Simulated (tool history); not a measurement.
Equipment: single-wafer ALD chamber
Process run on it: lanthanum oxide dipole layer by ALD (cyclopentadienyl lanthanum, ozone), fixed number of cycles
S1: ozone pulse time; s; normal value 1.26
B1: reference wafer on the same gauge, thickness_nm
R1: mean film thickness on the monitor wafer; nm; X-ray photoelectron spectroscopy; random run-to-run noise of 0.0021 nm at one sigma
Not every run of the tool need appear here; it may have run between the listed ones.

| run | hour | S1 | B1 | R1 |
|---|---|---|---|---|
| 1 | 0 | 0.89 | 0.654 | 0.508 |
| 2 | 16.4 | 1.26 | 0.655 | 0.542 |
| 3 | 44 | 1.26 | 0.654 | 0.535 |
| 4 | 56.3 | 1.26 | 0.655 | 0.54 |
| 5 | 87.1 | 1.26 | 0.654 | 0.538 |
| 6 | 117 | 1.26 | 0.654 | 0.536 |
| 7 | 149.8 | 1.26 | 0.655 | 0.54 |
| 8 | 178.3 | 1.26 | 0.654 | 0.541 |
| 9 | 209.6 | 1.02 | 0.654 | 0.52 |
| 10 | 233.6 | 1.02 | 0.654 | 0.513 |
| 11 | 259 | 1.02 | 0.654 | 0.518 |
| 12 | 273.8 | 1.45 | 0.653 | 0.547 |
| 13 | 293.6 | 1.45 | 0.654 | 0.553 |
| 14 | 315.4 | 1.26 | 0.655 | 0.535 |
| 15 | 327.5 | 1.58 | 0.655 | 0.555 |
| 16 | 360.3 | 0.86 | 0.653 | 0.502 |
| 17 | 383.7 | 0.8 | 0.655 | 0.492 |
| 18 | 397.4 | 1.52 | 0.654 | 0.553 |
| 19 | 421 | 0.77 | 0.653 | 0.489 |
| 20 | 482.1 | 1.43 | 0.653 | 0.571 |
| 21 | 513.1 | 1.73 | 0.655 | 0.582 |
| 22 | 544.2 | 1.65 | 0.654 | 0.576 |
| 23 | 563.8 | 0.78 | 0.654 | 0.518 |
| 24 | 582.9 | 0.96 | 0.654 | 0.53 |
| 25 | 610.2 | 0.88 | 0.653 | 0.524 |
| 26 | 638.8 | 1.26 | 0.654 | 0.551 |
| 27 | 665.8 | 0.84 | 0.654 | 0.517 |
| 28 | 689.8 | 1.67 | 0.654 | 0.574 |
| 29 | 720.5 | 1.26 | 0.654 | 0.547 |
| 30 | 821.4 | 0.88 | 0.653 | 0.515 |

Taken out of this log: 4 entries between the listed runs. Where each belongs, and how the hidden state differs across it:
Between runs 16 and 17: showerhead replaced (hour 373.3)
  ozone dose above that of a generator just serviced (%): -29.8 -> -30
  measured less the result without the state, R1: -0.034 -> -0.035 nm
Between runs 19 and 20: ozone generator serviced (hour 472.7)
  ozone dose above that of a generator just serviced (%): -30.3 -> -1.58
  measured less the result without the state, R1: -0.035 -> -0.001 nm
Between runs 23 and 24: gauge calibrated (hour 566.1); thermocouple changed; heater temperature recalibrated (hour 579.6)
  ozone dose above that of a generator just serviced (%): -7.83 -> -9.11
  measured less the result without the state, R1: -0.008 -> -0.009 nm

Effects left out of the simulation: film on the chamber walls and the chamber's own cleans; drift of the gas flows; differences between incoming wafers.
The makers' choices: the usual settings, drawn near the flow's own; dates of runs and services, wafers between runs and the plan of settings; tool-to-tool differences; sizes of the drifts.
